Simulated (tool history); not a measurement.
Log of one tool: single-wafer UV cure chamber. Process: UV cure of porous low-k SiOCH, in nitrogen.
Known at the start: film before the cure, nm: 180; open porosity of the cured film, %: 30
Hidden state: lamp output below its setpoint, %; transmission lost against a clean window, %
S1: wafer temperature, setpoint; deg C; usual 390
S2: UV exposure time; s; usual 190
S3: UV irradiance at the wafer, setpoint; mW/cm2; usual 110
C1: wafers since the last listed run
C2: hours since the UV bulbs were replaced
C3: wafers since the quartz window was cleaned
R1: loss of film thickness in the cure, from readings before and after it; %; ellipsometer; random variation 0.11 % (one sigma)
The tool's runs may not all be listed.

run 1 hour=0.0 | S1=390 S2=190 S3=110 | C1=0 C2=1127.8 C3=3554 | R1=11.685
run 2 hour=9.5 | S1=390 S2=190 S3=110 | C1=31 C2=1137.3 C3=3586 | R1=11.418
run 3 hour=21.8 | S1=390 S2=190 S3=110 | C1=41 C2=1149.6 C3=3628 | R1=11.436
run 4 hour=29.6 | S1=404 S2=130 S3=110 | C1=26 C2=1157.4 C3=3654 | R1=10.087
run 5 hour=39.0 | S1=404 S2=130 S3=110 | C1=31 C2=1166.8 C3=3686 | R1=10.017
run 6 hour=46.6 | S1=390 S2=190 S3=110 | C1=25 C2=1174.4 C3=3711 | R1=11.472
run 7 hour=56.1 | S1=390 S2=190 S3=110 | C1=31 C2=1183.9 C3=3743 | R1=11.345
run 8 hour=66.6 | S1=390 S2=190 S3=110 | C1=35 C2=1194.4 C3=3779 | R1=11.420
run 9 hour=76.9 | S1=390 S2=190 S3=110 | C1=34 C2=1204.7 C3=3813 | R1=11.354
-- hour=91.5 UV bulbs replaced
run 10 hour=92.0 | S1=390 S2=190 S3=110 | C1=23 C2=0.5 C3=3837 | R1=13.271
run 11 hour=94.0 | S1=390 S2=190 S3=110 | C1=6 C2=2.5 C3=3844 | R1=13.208
run 12 hour=102.3 | S1=390 S2=190 S3=110 | C1=27 C2=10.8 C3=3872 | R1=13.229
run 13 hour=116.2 | S1=390 S2=190 S3=110 | C1=46 C2=24.7 C3=3919 | R1=13.060
run 14 hour=127.1 | S1=403 S2=105 S3=131 | C1=36 C2=35.6 C3=3955 | R1=11.556
run 15 hour=140.5 | S1=390 S2=125 S3=110 | C1=45 C2=49.0 C3=4001 | R1=11.237
run 16 hour=148.0 | S1=410 S2=190 S3=110 | C1=25 C2=56.5 C3=4026 | R1=13.692
run 17 hour=156.7 | S1=380 S2=190 S3=147 | C1=29 C2=65.2 C3=4055 | R1=14.323
run 18 hour=163.0 | S1=390 S2=190 S3=110 | C1=21 C2=71.5 C3=4076 | R1=13.428
run 19 hour=180.3 | S1=390 S2=190 S3=110 | C1=58 C2=88.8 C3=4135 | R1=13.326
-- hour=200.4 quartz window cleaned
run 20 hour=200.9 | S1=372 S2=240 S3=150 | C1=42 C2=109.4 C3=1 | R1=15.870
run 21 hour=205.1 | S1=390 S2=190 S3=110 | C1=14 C2=113.6 C3=15 | R1=13.343
run 22 hour=217.9 | S1=390 S2=190 S3=110 | C1=43 C2=126.4 C3=58 | R1=13.267
run 23 hour=231.1 | S1=404 S2=190 S3=110 | C1=44 C2=139.6 C3=103 | R1=13.587
run 24 hour=239.3 | S1=402 S2=190 S3=110 | C1=27 C2=147.8 C3=130 | R1=13.311
run 25 hour=250.9 | S1=390 S2=300 S3=72 | C1=39 C2=159.4 C3=170 | R1=13.479
run 26 hour=265.0 | S1=372 S2=245 S3=84 | C1=47 C2=173.5 C3=217 | R1=12.927

Forecast each of these 5 alternatives for the next run:
run A hour=265.5 | S1=390 S2=140 S3=110 | C1=1 C2=174.0 C3=219 | R1=?
run B hour=265.5 | S1=408 S2=190 S3=93 | C1=1 C2=174.0 C3=219 | R1=?
run C hour=265.5 | S1=384 S2=250 S3=89 | C1=1 C2=174.0 C3=219 | R1=?
run D hour=265.5 | S1=380 S2=190 S3=73 | C1=1 C2=174.0 C3=219 | R1=?
run E hour=265.5 | S1=390 S2=230 S3=110 | C1=1 C2=174.0 C3=219 | R1=?

run=A R1=11.517
run=B R1=12.498
run=C R1=13.159
run=D R1=10.840
run=E R1=13.904
Without the tool's hidden state the same runs would have given:
run=A R1=11.783
run=B R1=12.769
run=C R1=13.433
run=D R1=11.103
run=E R1=14.182
